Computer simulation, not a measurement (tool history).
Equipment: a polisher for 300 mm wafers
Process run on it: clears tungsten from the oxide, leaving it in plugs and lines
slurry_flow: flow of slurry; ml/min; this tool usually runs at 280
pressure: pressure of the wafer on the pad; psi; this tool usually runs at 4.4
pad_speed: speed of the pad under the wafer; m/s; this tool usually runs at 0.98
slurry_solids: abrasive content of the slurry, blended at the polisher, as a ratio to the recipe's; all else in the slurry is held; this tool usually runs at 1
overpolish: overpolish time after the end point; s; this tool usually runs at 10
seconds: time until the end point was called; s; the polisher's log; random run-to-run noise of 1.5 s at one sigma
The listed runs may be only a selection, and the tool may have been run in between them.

run	hour	slurry_flow	pressure	pad_speed	slurry_solids	overpolish	incoming thickness of the incoming film, nm	seconds
1	0	280	4.4	0.98	1	12	365.8	86
2	55.3	280	4.4	0.98	1	12	372.8	87.6
# hour 98.8: worn pad replaced by a new one
3	127.1	280	4.4	0.78	0.8	10	372.9	102.6
4	194.2	335	4.4	0.98	1	10	371	84.3
5	222.8	280	4.4	0.98	1	8	375.3	86.4
# hour 230.8: slurry tank refilled with fresh slurry and peroxide
# hour 238.6: slurry nozzle cleaned
6	266.7	280	4.4	0.98	1	10	373.7	86
# hour 271.5: slurry blender recalibrated
7	333.8	280	4.4	0.98	1	10	366.5	85.3
# hour 355.8: worn pad replaced by a new one
# hour 391.9: head pressure recalibrated
8	397.6	280	5.6	0.74	1	10	374.3	84.4
9	427.8	280	5.6	0.74	1	10	365.7	89.3
# hour 484.3: slurry tank refilled with fresh slurry and peroxide
# hour 569.2: worn pad replaced by a new one
# hour 614.2: slurry blender recalibrated
10	616.4	280	5.6	0.74	1	10	372.9	83.5
11	667.7	280	4.4	0.98	1	10	364.6	80.2
# hour 680.5: slurry tank refilled with fresh slurry and peroxide
# hour 684: slurry nozzle cleaned
12	724	220	3.5	0.98	1.15	14	376.5	108
# hour 778.3: worn pad replaced by a new one
13	778.8	280	5.9	0.98	1	10	363.6	57.7
14	830.9	190	5.9	0.72	1	10	373.4	90.9
15	878.8	280	4.4	1.26	1.1	10	370	65.2
# hour 899.5: slurry tank refilled with fresh slurry and peroxide
16	946.7	280	4.4	0.98	1	5	374	84.9
# hour 956: head pressure recalibrated
17	981.5	280	4	0.98	1	10	368.2	94.3
# hour 992: slurry blender recalibrated
# hour 1008.1: worn pad replaced by a new one
18	1036.6	280	4.4	0.98	1	10	368.4	83.3
# hour 1076.5: slurry nozzle cleaned
19	1091.7	200	4.4	0.98	1.1	10	372.2	88.8
# hour 1139.2: slurry tank refilled with fresh slurry and peroxide
20	1145.1	280	4.4	0.98	1	10	368.1	86.5

Difference, measured minus no-hidden-state, one row per run. Run-to-run variation is common to both terms; the gauge's own scatter need not be:
What the log doesn't record here: removal rate lost through wear of the pad, %; slurry flow missing at the pad, %; deviation of the head's pressure from its setpoint, %; abrasive missing from the slurry, %; peroxide lost from the slurry, %.
run	seconds
1	+8.4
2	+9.3
3	+4.2
4	+7.1
5	+8.1
6	+8.8
7	+9.4
8	+4.9
9	+7
10	+4.2
11	+6.3
12	+10.2
13	+0.7
14	+6
15	+5.9
16	+9.1
17	+10.5
18	+4.6
19	+8.3
20	+9.6
